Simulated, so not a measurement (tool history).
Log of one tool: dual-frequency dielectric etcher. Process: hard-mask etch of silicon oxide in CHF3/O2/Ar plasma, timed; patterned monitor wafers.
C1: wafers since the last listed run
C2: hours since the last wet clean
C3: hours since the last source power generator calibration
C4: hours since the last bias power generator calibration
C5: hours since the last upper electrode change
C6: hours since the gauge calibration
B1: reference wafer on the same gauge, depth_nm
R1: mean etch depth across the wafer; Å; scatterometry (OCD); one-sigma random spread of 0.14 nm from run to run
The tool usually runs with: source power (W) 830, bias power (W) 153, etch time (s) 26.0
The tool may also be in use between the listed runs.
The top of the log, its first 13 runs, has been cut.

Run 14, hour 350.6: usual settings but bias power (W) 142; C1 461; C2 319.5; C3 79.7; C4 321.3; C5 237.5; C6 156.7; B1 66.7. Result: R1 579 Å.
Run 15, hour 383.0: usual settings; C1 517; C2 351.9; C3 112.1; C4 353.7; C5 269.9; C6 189.1; B1 66.7. Result: R1 585 Å.
Run 16, hour 408.5: usual settings; C1 407; C2 377.4; C3 137.6; C4 379.2; C5 295.4; C6 214.6; B1 66.7. Result: R1 588 Å.
Run 17, hour 421.8: usual settings; C1 212; C2 390.7; C3 150.9; C4 392.5; C5 308.7; C6 227.9; B1 66.7. Result: R1 585 Å.
Run 18, hour 435.4: usual settings but source power (W) 620, bias power (W) 130, etch time (s) 19.5; C1 217; C2 404.3; C3 164.5; C4 406.1; C5 322.3; C6 241.5; B1 66.7. Result: R1 377 Å.
Run 19, hour 459.9: usual settings but source power (W) 990, bias power (W) 127, etch time (s) 28.5; C1 391; C2 428.8; C3 189.0; C4 430.6; C5 346.8; C6 266.0; B1 66.7. Result: R1 668 Å.
Run 20, hour 488.3: usual settings; C1 453; C2 457.2; C3 217.4; C4 459.0; C5 375.2; C6 294.4; B1 66.7. Result: R1 586 Å.
Run 21, hour 506.5: usual settings; C1 290; C2 475.4; C3 235.6; C4 477.2; C5 393.4; C6 312.6; B1 66.7. Result: R1 586 Å.
Run 22, hour 540.5: usual settings but source power (W) 960; C1 542; C2 509.4; C3 269.6; C4 511.2; C5 427.4; C6 346.6; B1 66.7. Result: R1 621 Å.
Run 23, hour 568.8: usual settings but source power (W) 990, bias power (W) 123, etch time (s) 21.5; C1 451; C2 537.7; C3 297.9; C4 539.5; C5 455.7; C6 374.9; B1 66.7. Result: R1 499 Å.
Run 24, hour 593.1: usual settings; C1 387; C2 562.0; C3 322.2; C4 563.8; C5 480.0; C6 399.2; B1 66.7. Result: R1 586 Å.
Run 25, hour 608.4: usual settings but bias power (W) 143, etch time (s) 30.0; C1 244; C2 577.3; C3 337.5; C4 579.1; C5 495.3; C6 414.5; B1 66.7. Result: R1 668 Å.
At hour 646.5: wet clean of the chamber.
Run 26, hour 647.0: usual settings; C1 233; C2 0.5; C3 376.1; C4 617.7; C5 533.9; C6 453.1; B1 66.7. Result: R1 586 Å.
Run 27, hour 660.3: usual settings but source power (W) 670, bias power (W) 165; C1 212; C2 13.8; C3 389.4; C4 631.0; C5 547.2; C6 466.4; B1 66.7. Result: R1 546 Å.
Run 28, hour 673.8: usual settings but bias power (W) 186, etch time (s) 21.5; C1 215; C2 27.3; C3 402.9; C4 644.5; C5 560.7; C6 479.9; B1 66.7. Result: R1 506 Å.
Run 29, hour 701.7: usual settings but bias power (W) 165; C1 445; C2 55.2; C3 430.8; C4 672.4; C5 588.6; C6 507.8; B1 66.7. Result: R1 595 Å.
Run 30, hour 718.9: usual settings but bias power (W) 184; C1 274; C2 72.4; C3 448.0; C4 689.6; C5 605.8; C6 525.0; B1 66.7. Result: R1 611 Å.

Here are 4 independent what-if runs from the current tool condition. What would each one return?
Run A, hour 719.3: usual settings but bias power (W) 177; C1 6; C2 72.8; C3 448.4; C4 690.0; C5 606.2; C6 525.4; B1 ?. Result: R1 ?.
Run B, hour 719.3: usual settings but source power (W) 670, bias power (W) 178, etch time (s) 22.5; C1 6; C2 72.8; C3 448.4; C4 690.0; C5 606.2; C6 525.4; B1 ?. Result: R1 ?.
Run C, hour 719.3: usual settings but source power (W) 980, etch time (s) 29.5; C1 6; C2 72.8; C3 448.4; C4 690.0; C5 606.2; C6 525.4; B1 ?. Result: R1 ?.
Run D, hour 719.3: usual settings but source power (W) 930, bias power (W) 182; C1 6; C2 72.8; C3 448.4; C4 690.0; C5 606.2; C6 525.4; B1 ?. Result: R1 ?.

run    B1   R1
  A  66.7  606
  B  66.7  481
  C  66.7  711
  D  66.7  638
Had the tool no hidden state, the same runs would have come out as:
run   R1
  A  606
  B  481
  C  711
  D  638
